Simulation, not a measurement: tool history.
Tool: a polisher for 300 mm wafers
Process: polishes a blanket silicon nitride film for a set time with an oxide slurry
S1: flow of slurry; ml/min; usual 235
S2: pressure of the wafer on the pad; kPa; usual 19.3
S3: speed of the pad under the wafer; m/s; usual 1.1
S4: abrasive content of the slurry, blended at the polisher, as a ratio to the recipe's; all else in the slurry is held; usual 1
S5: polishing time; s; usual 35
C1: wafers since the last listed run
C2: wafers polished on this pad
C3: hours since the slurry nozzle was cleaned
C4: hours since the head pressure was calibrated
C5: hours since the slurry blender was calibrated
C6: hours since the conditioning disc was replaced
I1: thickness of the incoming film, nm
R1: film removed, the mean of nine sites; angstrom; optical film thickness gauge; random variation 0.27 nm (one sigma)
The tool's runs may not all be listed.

{"run": 1, "hour": 0.0, "S1": 235, "S2": 19.3, "S3": 1.1, "S4": 1, "S5": 26, "C1": 0, "C2": 298, "C3": 34, "C4": 223.1, "C5": 16, "C6": 406.2, "I1": 409.9, "R1": 163}
{"hour": 9.1, "done": "conditioning disc replaced and pad reconditioned"}
{"run": 2, "hour": 26.9, "S1": 235, "S2": 19.3, "S3": 1.1, "S4": 1, "S5": 26, "C1": 352, "C2": 651, "C3": 60.9, "C4": 250, "C5": 42.9, "C6": 17.8, "I1": 414.2, "R1": 164}
{"run": 3, "hour": 46.1, "S1": 235, "S2": 19.3, "S3": 1.1, "S4": 1, "S5": 35, "C1": 271, "C2": 923, "C3": 80.1, "C4": 269.2, "C5": 62.1, "C6": 37, "I1": 407.8, "R1": 216}
{"run": 4, "hour": 79.8, "S1": 250, "S2": 19.3, "S3": 0.8, "S4": 1, "S5": 35, "C1": 477, "C2": 1400, "C3": 113.8, "C4": 302.9, "C5": 95.8, "C6": 70.7, "I1": 417, "R1": 171}
{"run": 5, "hour": 113.3, "S1": 250, "S2": 19.3, "S3": 0.8, "S4": 1, "S5": 35, "C1": 474, "C2": 1874, "C3": 147.3, "C4": 336.4, "C5": 129.3, "C6": 104.2, "I1": 412.7, "R1": 174}
{"run": 6, "hour": 135.7, "S1": 250, "S2": 19.3, "S3": 0.8, "S4": 1, "S5": 35, "C1": 317, "C2": 2191, "C3": 169.7, "C4": 358.8, "C5": 151.7, "C6": 126.6, "I1": 406.8, "R1": 172}
{"run": 7, "hour": 153.5, "S1": 300, "S2": 19.3, "S3": 1.1, "S4": 1, "S5": 41, "C1": 251, "C2": 2443, "C3": 187.5, "C4": 376.6, "C5": 169.5, "C6": 144.4, "I1": 401.1, "R1": 267}
{"run": 8, "hour": 183.1, "S1": 285, "S2": 14.5, "S3": 1.22, "S4": 1.25, "S5": 35, "C1": 419, "C2": 2862, "C3": 217.1, "C4": 406.2, "C5": 199.1, "C6": 174, "I1": 413.4, "R1": 200}
{"hour": 195.6, "done": "worn pad replaced by a new one"}
{"hour": 207.9, "done": "slurry blender recalibrated"}
{"run": 9, "hour": 213.4, "S1": 235, "S2": 15.2, "S3": 1.1, "S4": 1, "S5": 35, "C1": 344, "C2": 224, "C3": 247.4, "C4": 436.5, "C5": 5.5, "C6": 204.3, "I1": 406.3, "R1": 170}
{"run": 10, "hour": 225.8, "S1": 235, "S2": 19.3, "S3": 1.1, "S4": 1, "S5": 24, "C1": 175, "C2": 399, "C3": 259.8, "C4": 448.9, "C5": 17.9, "C6": 216.7, "I1": 412.5, "R1": 147}
{"run": 11, "hour": 244.3, "S1": 235, "S2": 19.3, "S3": 1.1, "S4": 1, "S5": 39, "C1": 261, "C2": 661, "C3": 278.3, "C4": 467.4, "C5": 36.4, "C6": 235.2, "I1": 414.4, "R1": 241}
{"hour": 260.1, "done": "head pressure recalibrated"}
{"run": 12, "hour": 271.6, "S1": 235, "S2": 24.1, "S3": 0.98, "S4": 0.9, "S5": 23, "C1": 358, "C2": 1019, "C3": 305.6, "C4": 11.5, "C5": 63.7, "C6": 262.5, "I1": 411.9, "R1": 152}
{"run": 13, "hour": 300.1, "S1": 185, "S2": 24.8, "S3": 1.28, "S4": 1, "S5": 44, "C1": 403, "C2": 1423, "C3": 334.1, "C4": 40, "C5": 92.2, "C6": 291, "I1": 409, "R1": 373}
{"run": 14, "hour": 331.7, "S1": 235, "S2": 12.4, "S3": 1.1, "S4": 1, "S5": 35, "C1": 447, "C2": 1870, "C3": 365.7, "C4": 71.6, "C5": 123.8, "C6": 322.6, "I1": 418.1, "R1": 139}
{"run": 15, "hour": 359.0, "S1": 235, "S2": 19.3, "S3": 1.1, "S4": 1, "S5": 35, "C1": 386, "C2": 2257, "C3": 393, "C4": 98.9, "C5": 151.1, "C6": 349.9, "I1": 410.9, "R1": 211}
{"hour": 365.1, "done": "worn pad replaced by a new one"}
{"run": 16, "hour": 390.8, "S1": 235, "S2": 19.3, "S3": 1.1, "S4": 1, "S5": 35, "C1": 393, "C2": 363, "C3": 424.8, "C4": 130.7, "C5": 182.9, "C6": 381.7, "I1": 409.8, "R1": 211}
{"hour": 413.8, "done": "slurry blender recalibrated"}
{"hour": 416.0, "done": "slurry nozzle cleaned"}
{"run": 17, "hour": 423.7, "S1": 260, "S2": 19.3, "S3": 1.1, "S4": 1, "S5": 35, "C1": 423, "C2": 786, "C3": 7.7, "C4": 163.6, "C5": 9.9, "C6": 414.6, "I1": 406, "R1": 225}
{"hour": 442.8, "done": "conditioning disc replaced and pad reconditioned"}
{"run": 18, "hour": 450.2, "S1": 235, "S2": 19.3, "S3": 1.1, "S4": 1, "S5": 25, "C1": 346, "C2": 1133, "C3": 34.2, "C4": 190.1, "C5": 36.4, "C6": 7.4, "I1": 417.8, "R1": 157}
{"run": 19, "hour": 471.5, "S1": 235, "S2": 19.3, "S3": 1.1, "S4": 1.15, "S5": 35, "C1": 301, "C2": 1435, "C3": 55.5, "C4": 211.4, "C5": 57.7, "C6": 28.7, "I1": 411.6, "R1": 233}

Forecast run 20:
{"run": 20, "hour": 488.9, "S1": 235, "S2": 19.3, "S3": 1.1, "S4": 1, "S5": 35, "C1": 246, "C2": 1681, "C3": 72.9, "C4": 228.8, "C5": 75.1, "C6": 46.1, "I1": 408.6, "R1": "?"}

{"run 20": {"R1": 221}}
Without the tool's hidden state the same run would have given R1 225 angstrom.

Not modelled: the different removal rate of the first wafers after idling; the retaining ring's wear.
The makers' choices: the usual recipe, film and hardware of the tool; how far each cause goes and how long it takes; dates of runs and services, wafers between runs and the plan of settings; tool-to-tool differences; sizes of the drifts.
